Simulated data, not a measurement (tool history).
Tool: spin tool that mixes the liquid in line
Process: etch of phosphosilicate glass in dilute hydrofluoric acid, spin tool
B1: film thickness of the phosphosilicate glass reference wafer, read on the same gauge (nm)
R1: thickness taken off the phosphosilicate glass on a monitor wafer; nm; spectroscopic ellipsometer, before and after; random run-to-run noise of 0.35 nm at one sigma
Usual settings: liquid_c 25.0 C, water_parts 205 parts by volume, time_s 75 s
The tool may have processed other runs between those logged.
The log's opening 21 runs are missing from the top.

{"hour": 1432.1, "done": "gauge calibrated"}
{"run": 22, "hour": 1475.1, "liquid_c": 25.0, "water_parts": 285, "time_s": 115, "B1": 89.99, "R1": 37.74}
{"run": 23, "hour": 1562.8, "liquid_c": 28.5, "water_parts": 290, "time_s": 50, "B1": 90.11, "R1": 18.13}
{"run": 24, "hour": 1607.8, "liquid_c": 25.0, "water_parts": 205, "time_s": 90, "B1": 90.17, "R1": 44.06}
{"run": 25, "hour": 1649.9, "liquid_c": 25.0, "water_parts": 300, "time_s": 75, "B1": 90.22, "R1": 22.98}
{"run": 26, "hour": 1729.7, "liquid_c": 25.0, "water_parts": 205, "time_s": 75, "B1": 90.34, "R1": 37.15}
{"run": 27, "hour": 1778.2, "liquid_c": 23.5, "water_parts": 240, "time_s": 90, "B1": 90.4, "R1": 34.81}
{"run": 28, "hour": 1829.7, "liquid_c": 25.0, "water_parts": 205, "time_s": 75, "B1": 90.47, "R1": 38.03}
{"run": 29, "hour": 1935.7, "liquid_c": 30.0, "water_parts": 205, "time_s": 75, "B1": 90.6, "R1": 45.2}
{"run": 30, "hour": 1978.1, "liquid_c": 25.0, "water_parts": 175, "time_s": 75, "B1": 90.67, "R1": 45.49}
{"run": 31, "hour": 2067.2, "liquid_c": 25.0, "water_parts": 205, "time_s": 75, "B1": 90.78, "R1": 37.45}

Consider 5 possible next runs. They are alternatives, not a sequence: every one starts from the tool as it was left by run 31. What does each give?
{"run": "A", "hour": 2067.6, "liquid_c": 25.0, "water_parts": 205, "time_s": 45, "B1": "?", "R1": "?"}
{"run": "B", "hour": 2067.6, "liquid_c": 23.0, "water_parts": 205, "time_s": 75, "B1": "?", "R1": "?"}
{"run": "C", "hour": 2067.6, "liquid_c": 21.5, "water_parts": 205, "time_s": 75, "B1": "?", "R1": "?"}
{"run": "D", "hour": 2067.6, "liquid_c": 28.5, "water_parts": 250, "time_s": 110, "B1": "?", "R1": "?"}
{"run": "E", "hour": 2067.6, "liquid_c": 25.0, "water_parts": 265, "time_s": 75, "B1": "?", "R1": "?"}

run=A B1=90.79 R1=22.50
run=B B1=90.79 R1=34.84
run=C B1=90.79 R1=32.93
run=D B1=90.79 R1=48.54
run=E B1=90.79 R1=27.23
Had the tool no hidden state, the same runs would have come out as:
run=A R1=22.31
run=B R1=34.54
run=C R1=32.65
run=D R1=48.11
run=E R1=26.99
